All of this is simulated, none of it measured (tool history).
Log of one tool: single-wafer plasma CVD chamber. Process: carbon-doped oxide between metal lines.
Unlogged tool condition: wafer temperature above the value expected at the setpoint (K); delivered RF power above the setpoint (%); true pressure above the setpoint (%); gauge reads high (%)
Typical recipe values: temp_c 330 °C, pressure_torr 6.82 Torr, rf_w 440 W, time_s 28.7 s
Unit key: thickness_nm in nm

run,hour,temp_c,pressure_torr,rf_w,time_s,wafers since the last listed run,hours since the last thermocouple change,hours since the last RF generator calibration,hours since the last manometer calibration,hours since the showerhead was replaced,hours since the gauge calibration,"read-back reference wafer on the same gauge, thickness_nm",thickness_nm
1,0.0,321,6.82,440,28.7,0,1283.6,1189.5,704.1,3635.6,1455.1,121.894,151.246
# hour 68.6: gauge calibrated
2,165.3,330,6.82,440,28.7,2730,1448.9,1354.8,869.4,3800.9,96.7,122.070,147.348
3,207.0,330,6.82,440,28.7,688,1490.6,1396.5,911.1,3842.6,138.4,122.051,147.511
4,246.8,330,6.82,440,28.7,657,1530.4,1436.3,950.9,3882.4,178.2,121.989,147.389
5,309.4,330,6.82,440,28.7,1033,1593.0,1498.9,1013.5,3945.0,240.8,121.984,147.420
# hour 332.0: capacitance manometer re-zeroed and calibrated
6,348.9,330,6.82,440,28.7,520,1632.5,1538.4,16.9,3984.5,280.3,121.880,147.317
7,373.5,330,5.87,440,30.0,406,1657.1,1563.0,41.5,4009.1,304.9,122.027,153.245
8,420.5,342,5.33,440,30.6,776,1704.1,1610.0,88.5,4056.1,351.9,121.947,149.577
9,476.4,330,6.82,385,28.7,923,1760.0,1665.9,144.4,4112.0,407.8,121.917,131.160
# hour 490.3: showerhead replaced
# hour 504.4: RF generator calibrated
10,530.8,335,7.30,365,23.3,634,1814.4,26.4,198.8,40.5,462.2,121.977,101.418
# hour 575.1: thermocouple changed; heater temperature recalibrated
11,575.6,330,5.48,495,28.7,607,0.5,71.2,243.6,85.3,507.0,121.943,163.085
12,611.3,330,6.82,440,28.7,589,36.2,106.9,279.3,121.0,542.7,121.904,150.931
13,683.0,330,6.82,440,28.7,1184,107.9,178.6,351.0,192.7,614.4,122.015,150.397
14,752.9,330,6.82,440,33.7,1154,177.8,248.5,420.9,262.6,684.3,122.118,176.320
15,792.7,321,8.32,440,23.1,657,217.6,288.3,460.7,302.4,724.1,122.004,125.396
16,841.2,330,7.61,380,33.2,801,266.1,336.8,509.2,350.9,772.6,121.967,153.885
17,871.1,330,6.82,440,28.7,493,296.0,366.7,539.1,380.8,802.5,122.028,149.852
18,914.7,319,5.80,470,30.8,720,339.6,410.3,582.7,424.4,846.1,122.049,173.609
19,968.4,334,6.82,440,28.7,886,393.3,464.0,636.4,478.1,899.8,121.927,147.253
20,994.3,338,5.16,475,30.2,427,419.2,489.9,662.3,504.0,925.7,122.079,160.916

Estimate the outcome of run 21 from the log above:
21,1038.3,341,7.65,440,28.7,726,463.2,533.9,706.3,548.0,969.7,?,?

read-back reference wafer on the same gauge, thickness_nm: 122.061
thickness_nm: 145.663 nm
Take away the tool's hidden state, keep the run-to-run variation as it was, and the same run would have given thickness_nm 147.236 nm.
